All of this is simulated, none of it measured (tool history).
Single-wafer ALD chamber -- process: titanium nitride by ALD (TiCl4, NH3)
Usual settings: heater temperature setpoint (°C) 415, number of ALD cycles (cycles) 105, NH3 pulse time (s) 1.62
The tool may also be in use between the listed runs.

run	hour	heater temperature setpoint (°C)	number of ALD cycles (cycles)	NH3 pulse time (s)	wafers since the last listed run	hours since the last thermocouple change	hours since the showerhead was replaced	hours since the gauge calibration	read-back reference wafer on the same gauge, thickness_nm	mean film thickness on the monitor wafer (angstrom)
1	0	415	105	1.62	0	2311.2	4296.8	73.8	2.517	24.1
2	32	415	105	1.62	67	2343.2	4328.8	105.8	2.517	23.91
3	58.5	415	105	1.62	55	2369.7	4355.3	132.3	2.519	23.99
4	76.6	415	105	1.62	38	2387.8	4373.4	150.4	2.529	24.16
5	112.3	415	105	1.62	75	2423.5	4409.1	186.1	2.519	24.08
6	145.2	415	105	1.62	69	2456.4	4442	219	2.528	24.13
7	161.9	405	105	1.81	35	2473.1	4458.7	235.7	2.533	24.21
8	175.2	415	99	1.62	27	2486.4	4472	249	2.534	22.95
9	189.1	415	99	1.62	29	2500.3	4485.9	262.9	2.532	22.77
10	222.5	415	99	1.62	70	2533.7	4519.3	296.3	2.537	22.72
# hour 237.3: thermocouple changed; heater temperature recalibrated
11	249.8	404	105	1.43	40	12.5	4546.6	323.6	2.539	23.93
12	272	415	122	1.86	46	34.7	4568.8	345.8	2.54	28.51
# hour 286.4: gauge calibrated
# hour 303.7: showerhead replaced
13	304.2	415	105	1.07	50	66.9	0.5	17.8	2.508	23.53
14	325.6	415	105	1.07	44	88.3	21.9	39.2	2.51	23.63
15	354.1	424	105	1.44	59	116.8	50.4	67.7	2.514	23.94
16	450.4	415	105	1.62	202	213.1	146.7	164	2.515	24.1
17	472.6	415	105	1.62	46	235.3	168.9	186.2	2.521	24.19
18	490.6	424	105	1.62	37	253.3	186.9	204.2	2.523	24.17
19	530.5	415	105	1.62	83	293.2	226.8	244.1	2.527	24.32
20	559.8	408	123	2.17	61	322.5	256.1	273.4	2.533	28.42

Give the tool's hidden conditions for every run:
wafer temperature above the value expected at the setpoint (K): 0 on each run
H1: gauge reads high (%)
run	H1
1	0.181
2	0.309
3	0.415
4	0.488
5	0.63
6	0.762
7	0.829
8	0.882
9	0.938
10	1.07
11	1.18
12	1.27
13	-0.14
14	-0.0549
15	0.0591
16	0.444
17	0.533
18	0.605
19	0.765
20	0.882

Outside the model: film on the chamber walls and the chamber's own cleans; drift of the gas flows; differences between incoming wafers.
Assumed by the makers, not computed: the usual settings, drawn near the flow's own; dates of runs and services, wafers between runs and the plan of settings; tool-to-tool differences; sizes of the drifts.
